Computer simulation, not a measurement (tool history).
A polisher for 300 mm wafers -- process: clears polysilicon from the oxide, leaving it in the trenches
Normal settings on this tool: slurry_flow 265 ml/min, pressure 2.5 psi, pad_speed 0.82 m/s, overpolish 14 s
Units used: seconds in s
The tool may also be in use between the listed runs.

run,hour,slurry_flow,pressure,pad_speed,overpolish,wafers since the last listed run,wafers polished on this pad,hours since the slurry nozzle was cleaned,hours since the head pressure was calibrated,"incoming thickness of the incoming film, nm",seconds
1,0,265,3.1,0.76,14,0,815,374.7,314.5,390,35.8
# hour 16.5: slurry nozzle cleaned
2,17,265,2.1,0.82,14,185,1000,0.5,331.5,383.6,48.5
3,61.4,265,2.1,0.82,14,514,1514,44.9,375.9,389.7,50.1
# hour 66.2: worn pad replaced by a new one
4,80.7,265,2.1,0.82,14,177,167,64.2,395.2,393.4,49.7
5,115.4,265,2.5,0.82,14,401,569,98.9,429.9,390.4,42.5
6,149,265,2.5,0.82,14,389,958,132.5,463.5,383.9,43.2
7,170.3,265,2.5,0.82,14,246,1205,153.8,484.8,392.3,42.3
# hour 193.1: worn pad replaced by a new one
8,195.8,265,2.5,0.82,14,248,30,179.3,510.3,390.1,43.1
9,224.2,265,2.5,0.82,14,328,359,207.7,538.7,396.6,44.4
10,258.7,265,2.5,0.82,14,399,759,242.2,573.2,391.4,42.4
11,293.3,265,2.1,0.96,14,400,1159,276.8,607.8,391.1,44.1
# hour 323.9: worn pad replaced by a new one
# hour 382.6: head pressure recalibrated
12,397,265,2.1,0.82,14,1131,823,380.5,14.4,396.2,57
# hour 416.8: slurry nozzle cleaned
13,429.6,290,2.5,0.96,14,365,1189,12.8,47,385.2,40.7
# hour 438: worn pad replaced by a new one
14,463.1,265,2.5,0.82,14,341,290,46.3,80.5,391.9,47
# hour 476.1: head pressure recalibrated, repeated, since the last time left the tool worse
15,482.6,225,2.5,0.82,12,202,493,65.8,6.5,387.2,40.5
16,495.6,265,2.5,0.82,14,150,643,78.8,19.5,395.3,40.1
17,511.1,210,2.5,0.82,14,179,823,94.3,35,387.2,41.6
# hour 545: worn pad replaced by a new one
18,545.5,190,3.1,0.64,14,352,5,128.7,69.4,390.2,41.6
19,565.9,265,2.5,0.82,7,236,242,149.1,89.8,394.2,42.2
20,585.7,335,2.5,0.92,14,229,471,168.9,109.6,385.1,36.8
21,619.7,265,2.5,0.82,14,393,865,202.9,143.6,389.8,40.7

Predict each of these 4 candidate next runs independently; none follows another, all start after run 21:
A,620.1,265,2.5,0.82,14,4,869,203.3,144,387.8,?
B,620.1,220,1.6,1.06,10,4,869,203.3,144,387.8,?
C,620.1,265,2,0.82,14,4,869,203.3,144,387.8,?
D,620.1,185,2.5,0.82,14,4,869,203.3,144,387.8,?

run,seconds
A,41
B,52.8
C,51.2
D,42.2
What these runs would have given with no unlogged condition in the tool:
run,seconds
A,39.4
B,50.7
C,49.2
D,40.6
